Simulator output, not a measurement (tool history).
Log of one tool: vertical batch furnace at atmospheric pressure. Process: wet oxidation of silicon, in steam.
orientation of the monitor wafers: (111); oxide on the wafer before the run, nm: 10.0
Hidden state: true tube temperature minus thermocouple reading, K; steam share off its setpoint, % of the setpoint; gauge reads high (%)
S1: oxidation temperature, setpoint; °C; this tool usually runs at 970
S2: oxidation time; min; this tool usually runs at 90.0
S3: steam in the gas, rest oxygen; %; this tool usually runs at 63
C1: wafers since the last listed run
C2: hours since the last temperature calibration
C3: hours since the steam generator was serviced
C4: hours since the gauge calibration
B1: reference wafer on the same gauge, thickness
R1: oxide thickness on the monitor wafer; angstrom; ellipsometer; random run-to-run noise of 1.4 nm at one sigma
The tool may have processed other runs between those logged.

| run | hour | S1 | S2 | S3 | C1 | C2 | C3 | C4 | B1 | R1 |
|---|---|---|---|---|---|---|---|---|---|---|
| 1 | 0.0 | 970 | 90.0 | 63 | 0 | 2171.7 | 2953.7 | 526.7 | 427.12 | 3472.2 |
| 2 | 25.7 | 970 | 90.0 | 63 | 386 | 2197.4 | 2979.4 | 552.4 | 427.46 | 3495.3 |
| 3 | 52.0 | 970 | 90.0 | 63 | 395 | 2223.7 | 3005.7 | 578.7 | 426.86 | 3499.6 |
| 4 | 73.0 | 970 | 90.0 | 63 | 315 | 2244.7 | 3026.7 | 599.7 | 426.96 | 3467.1 |
| 5 | 119.6 | 981 | 90.0 | 63 | 700 | 2291.3 | 3073.3 | 646.3 | 427.06 | 3744.7 |
| 6 | 144.5 | 981 | 90.0 | 63 | 374 | 2316.2 | 3098.2 | 671.2 | 426.97 | 3759.9 |
| 7 | 175.2 | 981 | 90.0 | 63 | 461 | 2346.9 | 3128.9 | 701.9 | 426.48 | 3748.8 |
| 8 | 205.1 | 970 | 90.0 | 70 | 449 | 2376.8 | 3158.8 | 731.8 | 427.16 | 3696.0 |
| 9 | 231.0 | 970 | 90.0 | 70 | 389 | 2402.7 | 3184.7 | 757.7 | 426.91 | 3737.9 |
|  | 320.8 | gauge calibrated |
| 10 | 338.9 | 970 | 90.0 | 70 | 1621 | 2510.6 | 3292.6 | 18.1 | 426.96 | 3719.8 |
| 11 | 351.4 | 970 | 90.0 | 66 | 187 | 2523.1 | 3305.1 | 30.6 | 426.74 | 3597.9 |
| 12 | 380.5 | 970 | 90.0 | 66 | 437 | 2552.2 | 3334.2 | 59.7 | 426.89 | 3577.3 |
| 13 | 396.6 | 955 | 90.0 | 63 | 241 | 2568.3 | 3350.3 | 75.8 | 427.08 | 3131.4 |
| 14 | 410.4 | 955 | 90.0 | 63 | 207 | 2582.1 | 3364.1 | 89.6 | 426.49 | 3137.9 |
| 15 | 445.3 | 955 | 90.0 | 63 | 524 | 2617.0 | 3399.0 | 124.5 | 426.89 | 3127.0 |
| 16 | 479.6 | 970 | 90.0 | 63 | 515 | 2651.3 | 3433.3 | 158.8 | 427.06 | 3480.5 |
| 17 | 508.8 | 970 | 90.0 | 63 | 438 | 2680.5 | 3462.5 | 188.0 | 426.96 | 3485.0 |
| 18 | 520.8 | 970 | 90.0 | 63 | 180 | 2692.5 | 3474.5 | 200.0 | 426.89 | 3482.1 |
| 19 | 533.0 | 970 | 90.0 | 63 | 183 | 2704.7 | 3486.7 | 212.2 | 426.91 | 3481.4 |
| 20 | 560.5 | 970 | 72.0 | 69 | 413 | 2732.2 | 3514.2 | 239.7 | 426.97 | 3191.2 |
| 21 | 589.0 | 970 | 90.0 | 57 | 428 | 2760.7 | 3542.7 | 268.2 | 426.86 | 3248.1 |
| 22 | 605.6 | 957 | 116.0 | 63 | 249 | 2777.3 | 3559.3 | 284.8 | 427.33 | 3767.0 |
| 23 | 622.3 | 970 | 90.0 | 63 | 250 | 2794.0 | 3576.0 | 301.5 | 427.11 | 3471.9 |
|  | 657.8 | steam generator serviced |
| 24 | 658.3 | 993 | 53.5 | 75 | 180 | 2830.0 | 0.5 | 337.5 | 426.73 | 3391.7 |
| 25 | 670.1 | 970 | 90.0 | 63 | 177 | 2841.8 | 12.3 | 349.3 | 427.23 | 3668.8 |
|  | 734.4 | thermocouples replaced and temperature profile calibrated |
| 26 | 734.9 | 970 | 90.0 | 68 | 613 | 0.5 | 77.1 | 414.1 | 427.16 | 3865.0 |
| 27 | 740.6 | 955 | 70.5 | 58 | 85 | 6.2 | 82.8 | 419.8 | 427.17 | 2629.2 |
| 28 | 755.5 | 970 | 90.0 | 71 | 223 | 21.1 | 97.7 | 434.7 | 426.92 | 3965.3 |
| 29 | 774.3 | 962 | 133.0 | 63 | 282 | 39.9 | 116.5 | 453.5 | 426.74 | 4456.6 |
| 30 | 866.9 | 970 | 90.0 | 63 | 1391 | 132.5 | 209.1 | 546.1 | 427.11 | 3637.6 |
| 31 | 879.9 | 970 | 130.0 | 67 | 195 | 145.5 | 222.1 | 559.1 | 427.14 | 4778.7 |
| 32 | 908.3 | 970 | 102.0 | 59 | 426 | 173.9 | 250.5 | 587.5 | 426.74 | 3766.4 |
| 33 | 921.6 | 946 | 73.5 | 63 | 199 | 187.2 | 263.8 | 600.8 | 427.25 | 2645.8 |
| 34 | 956.5 | 950 | 73.0 | 60 | 524 | 222.1 | 298.7 | 635.7 | 426.89 | 2638.1 |
| 35 | 1056.5 | 970 | 90.0 | 63 | 1502 | 322.1 | 398.7 | 735.7 | 427.34 | 3631.2 |
| 36 | 1079.3 | 993 | 71.5 | 53 | 342 | 344.9 | 421.5 | 758.5 | 427.27 | 3242.0 |
| 37 | 1108.8 | 959 | 90.0 | 63 | 443 | 374.4 | 451.0 | 788.0 | 427.01 | 3340.5 |
| 38 | 1127.0 | 962 | 111.5 | 55 | 273 | 392.6 | 469.2 | 806.2 | 427.05 | 3574.0 |

How the hidden state differs across the entries between the runs, from the last listed run before each to the first after it:
After run 9, before run 10: gauge calibrated (hour 320.8)
  steam share off its setpoint, % of the setpoint: -8.41 -> -8.46
  measured value less the no-hidden-state value, R1: -218.9 -> -219.1 angstrom
After run 23, before run 24: steam generator serviced (hour 657.8)
  steam share off its setpoint, % of the setpoint: -8.56 -> -0.599
  measured value less the no-hidden-state value, R1: -209.3 -> -13.0 angstrom
After run 25, before run 26: thermocouples replaced and temperature profile calibrated (hour 734.4)
  steam share off its setpoint, % of the setpoint: -0.687 -> -1.15
  measured value less the no-hidden-state value, R1: -16.5 -> -29.1 angstrom
